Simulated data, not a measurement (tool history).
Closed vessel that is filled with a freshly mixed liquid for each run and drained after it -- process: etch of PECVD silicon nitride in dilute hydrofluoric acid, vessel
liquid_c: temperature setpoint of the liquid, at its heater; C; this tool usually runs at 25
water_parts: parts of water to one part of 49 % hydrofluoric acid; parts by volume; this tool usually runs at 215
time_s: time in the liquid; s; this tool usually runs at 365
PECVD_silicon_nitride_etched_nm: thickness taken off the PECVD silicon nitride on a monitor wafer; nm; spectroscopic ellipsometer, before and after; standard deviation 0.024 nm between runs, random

| run | day | liquid_c | water_parts | time_s | wafers since the last listed run | hours since the thermometer was replaced | hours since the hydrofluoric acid flow meter was replaced | hours since the gauge calibration | read-back film thickness of the PECVD silicon nitride reference wafer, read on the same gauge (nm) | PECVD_silicon_nitride_etched_nm |
|---|---|---|---|---|---|---|---|---|---|---|
| 1 | 0 | 25 | 215 | 365 | 0 | 1314.4 | 1080.6 | 1569.4 | 124.52 | 5.15 |
| 2 | 2.9 | 25 | 215 | 365 | 3527 | 1384 | 1150.2 | 1639 | 124.29 | 5.21 |
|  | 5.921 | gauge calibrated |
| 3 | 6.025 | 25 | 215 | 365 | 3801 | 1459 | 1225.2 | 2.5 | 129.48 | 5.39 |
| 4 | 8.317 | 25 | 215 | 365 | 2787 | 1514 | 1280.2 | 57.5 | 129.32 | 5.35 |
| 5 | 12.642 | 25 | 215 | 365 | 5261 | 1617.8 | 1384 | 161.3 | 128.97 | 5.38 |
|  | 16.312 | thermometer replaced |
| 6 | 16.504 | 25 | 215 | 365 | 4647 | 4.6 | 1476.7 | 254 | 128.64 | 5.35 |
| 7 | 19.096 | 25 | 215 | 365 | 3152 | 66.8 | 1538.9 | 316.2 | 128.43 | 5.36 |
| 8 | 21.15 | 25 | 215 | 365 | 2498 | 116.1 | 1588.2 | 365.5 | 128.25 | 5.4 |
| 9 | 30.533 | 25 | 215 | 365 | 11414 | 341.3 | 1813.4 | 590.7 | 127.51 | 5.29 |
| 10 | 33.838 | 25 | 185 | 570 | 4019 | 420.6 | 1892.7 | 670 | 127.2 | 9.66 |
| 11 | 37.212 | 25 | 110 | 295 | 4105 | 501.6 | 1973.7 | 751 | 126.96 | 8.32 |
| 12 | 48.712 | 25 | 215 | 365 | 13989 | 777.6 | 2249.7 | 1027 | 126.02 | 5.23 |
| 13 | 53.067 | 23.5 | 245 | 435 | 5296 | 882.1 | 2354.2 | 1131.5 | 125.68 | 4.97 |
| 14 | 55.004 | 25 | 215 | 365 | 2356 | 928.6 | 2400.7 | 1178 | 125.51 | 5.22 |
| 15 | 56.804 | 25 | 265 | 300 | 2189 | 971.8 | 2443.9 | 1221.2 | 125.4 | 3.49 |
| 16 | 58.542 | 22 | 215 | 365 | 2113 | 1013.5 | 2485.6 | 1262.9 | 125.21 | 4.29 |
|  | 59.762 | hydrofluoric acid flow meter replaced |
| 17 | 62.529 | 26.5 | 135 | 535 | 4799 | 1109.2 | 66.4 | 1358.6 | 124.91 | 13.4 |
| 18 | 66.854 | 25 | 215 | 365 | 5261 | 1213 | 170.2 | 1462.4 | 124.59 | 5.16 |
| 19 | 70.442 | 28 | 215 | 365 | 4363 | 1299.1 | 256.3 | 1548.5 | 124.29 | 6.19 |
| 20 | 72.354 | 25 | 215 | 365 | 2326 | 1345 | 302.2 | 1594.4 | 124.1 | 5.16 |
| 21 | 75.712 | 25 | 215 | 365 | 4085 | 1425.6 | 382.8 | 1675 | 123.82 | 5.16 |
| 22 | 79.35 | 29.5 | 255 | 270 | 4424 | 1512.9 | 470.1 | 1762.3 | 123.56 | 4.21 |
|  | 79.996 | gauge calibrated |
|  | 81.088 | thermometer replaced |
| 23 | 83.283 | 25 | 215 | 475 | 4733 | 52.7 | 564.5 | 78.9 | 129.57 | 7.01 |
| 24 | 87.675 | 21.5 | 215 | 290 | 5342 | 158.1 | 669.9 | 184.3 | 129.22 | 3.42 |
| 25 | 89.492 | 23.5 | 245 | 435 | 2209 | 201.7 | 713.5 | 227.9 | 129.11 | 5.12 |
| 26 | 91.325 | 30 | 215 | 365 | 2230 | 245.7 | 757.5 | 271.9 | 128.91 | 7.29 |
| 27 | 94.721 | 25 | 215 | 365 | 4130 | 327.2 | 839 | 353.4 | 128.65 | 5.38 |
| 28 | 98.117 | 29 | 300 | 495 | 4130 | 408.7 | 920.5 | 434.9 | 128.35 | 6.57 |
| 29 | 101.1 | 25 | 215 | 365 | 3629 | 480.3 | 992.1 | 506.5 | 128.1 | 5.36 |
| 30 | 104.208 | 30 | 115 | 575 | 3781 | 554.9 | 1066.7 | 581.1 | 127.9 | 21.45 |
| 31 | 106.55 | 29 | 270 | 300 | 2848 | 611.1 | 1122.9 | 637.3 | 127.65 | 4.43 |
| 32 | 114.583 | 25 | 215 | 365 | 9772 | 803.9 | 1315.7 | 830.1 | 127.04 | 5.26 |

4 ways to go on from here, each from the tool as it stands after run 32. What would each give?
| A | 114.617 | 25 | 215 | 365 | 40 | 804.7 | 1316.5 | 830.9 | ? | ? |
| B | 114.617 | 20 | 215 | 490 | 40 | 804.7 | 1316.5 | 830.9 | ? | ? |
| C | 114.617 | 28 | 215 | 535 | 40 | 804.7 | 1316.5 | 830.9 | ? | ? |
| D | 114.617 | 21.5 | 255 | 365 | 40 | 804.7 | 1316.5 | 830.9 | ? | ? |

| run | read-back film thickness of the PECVD silicon nitride reference wafer, read on the same gauge (nm) | PECVD_silicon_nitride_etched_nm |
|---|---|---|
| A | 127.04 | 5.29 |
| B | 127.04 | 5.16 |
| C | 127.04 | 9.32 |
| D | 127.04 | 3.59 |
Had the tool no hidden state, the same runs would have come out as:
| run | PECVD_silicon_nitride_etched_nm |
|---|---|
| A | 5.41 |
| B | 5.28 |
| C | 9.54 |
| D | 3.67 |
